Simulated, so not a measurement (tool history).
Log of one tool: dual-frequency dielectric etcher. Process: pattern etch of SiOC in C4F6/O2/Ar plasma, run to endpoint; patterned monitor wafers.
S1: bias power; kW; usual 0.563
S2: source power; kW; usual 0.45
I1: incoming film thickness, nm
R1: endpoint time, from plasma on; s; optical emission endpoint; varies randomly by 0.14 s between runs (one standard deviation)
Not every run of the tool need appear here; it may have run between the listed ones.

| run | hour | S1 | S2 | I1 | R1 |
|---|---|---|---|---|---|
| 1 | 0 | 0.471 | 0.45 | 49.01 | 17.3 |
| 2 | 44.8 | 0.471 | 0.45 | 48.88 | 17.1 |
| 3 | 137.6 | 0.471 | 0.45 | 49 | 17.6 |
| 4 | 199.3 | 0.563 | 0.45 | 49.07 | 16.9 |
| 5 | 284.5 | 0.563 | 0.45 | 49.17 | 17.1 |
|  | 324.4 | wet clean of the chamber |
| 6 | 346.9 | 0.563 | 0.45 | 48.77 | 14.9 |
| 7 | 441.5 | 0.563 | 0.37 | 48.88 | 16.6 |
| 8 | 478.1 | 0.563 | 0.37 | 49.27 | 16.6 |
| 9 | 519.1 | 0.563 | 0.37 | 48.54 | 16.3 |
| 10 | 571.2 | 0.563 | 0.45 | 49.41 | 15.5 |
| 11 | 636 | 0.563 | 0.45 | 48.8 | 15.5 |
| 12 | 733.9 | 0.563 | 0.45 | 48.78 | 15.5 |
| 13 | 826.3 | 0.458 | 0.49 | 48.79 | 15.8 |
| 14 | 909.7 | 0.458 | 0.49 | 49.57 | 16.3 |
| 15 | 982.8 | 0.563 | 0.45 | 49.22 | 16.1 |
|  | 1005.3 | source power generator calibrated |
|  | 1028.2 | wet clean of the chamber, repeated, since the last time left the tool worse |
| 16 | 1068.8 | 0.563 | 0.45 | 48.52 | 16.3 |
| 17 | 1300.3 | 0.563 | 0.45 | 48.77 | 16.4 |
| 18 | 1341.9 | 0.563 | 0.45 | 49.06 | 16.6 |
| 19 | 1421.6 | 0.423 | 0.35 | 48.55 | 19.6 |
|  | 1464.8 | bias power generator calibrated |
| 20 | 1519.1 | 0.563 | 0.45 | 48.69 | 16.5 |
| 21 | 1589.1 | 0.442 | 0.56 | 48.77 | 16.4 |
|  | 1644.9 | wet clean of the chamber |
| 22 | 1645.4 | 0.563 | 0.45 | 49.11 | 16.3 |
| 23 | 1682 | 0.505 | 0.52 | 49.32 | 16 |
| 24 | 1775.3 | 0.515 | 0.54 | 48.83 | 15.5 |
| 25 | 1820.6 | 0.47 | 0.37 | 48.96 | 18.4 |
| 26 | 1870 | 0.629 | 0.42 | 49.6 | 16.4 |
| 27 | 2050.3 | 0.563 | 0.48 | 48.53 | 16 |
|  | 2105.5 | upper electrode replaced |
| 28 | 2106.4 | 0.701 | 0.45 | 48.23 | 15.4 |
| 29 | 2197.2 | 0.615 | 0.38 | 48.22 | 17.3 |
| 30 | 2251.5 | 0.614 | 0.42 | 48.68 | 16.7 |
|  | 2277 | wet clean of the chamber |
| 31 | 2304.7 | 0.622 | 0.51 | 49.49 | 15.6 |
| 32 | 2400.2 | 0.696 | 0.35 | 49.01 | 17.2 |
| 33 | 2453.5 | 0.461 | 0.53 | 48.71 | 16 |
| 34 | 2559.1 | 0.443 | 0.45 | 48.67 | 17.5 |
| 35 | 2637.3 | 0.675 | 0.4 | 49 | 16.6 |
| 36 | 2712.4 | 0.563 | 0.39 | 48.3 | 17.3 |

Consider 3 possible next runs. They are alternatives, not a sequence: every one starts from the tool as it was left by run 36. What does each give?
| A | 2712.8 | 0.703 | 0.45 | 49.17 | ? |
| B | 2712.8 | 0.704 | 0.48 | 49.17 | ? |
| C | 2712.8 | 0.563 | 0.4 | 49.17 | ? |

| run | R1 |
|---|---|
| A | 15.7 |
| B | 15.3 |
| C | 17.4 |
The same runs, with their run-to-run variation unchanged, on a tool lacking any hidden condition would have given:
| run | R1 |
|---|---|
| A | 15.3 |
| B | 14.9 |
| C | 16.9 |
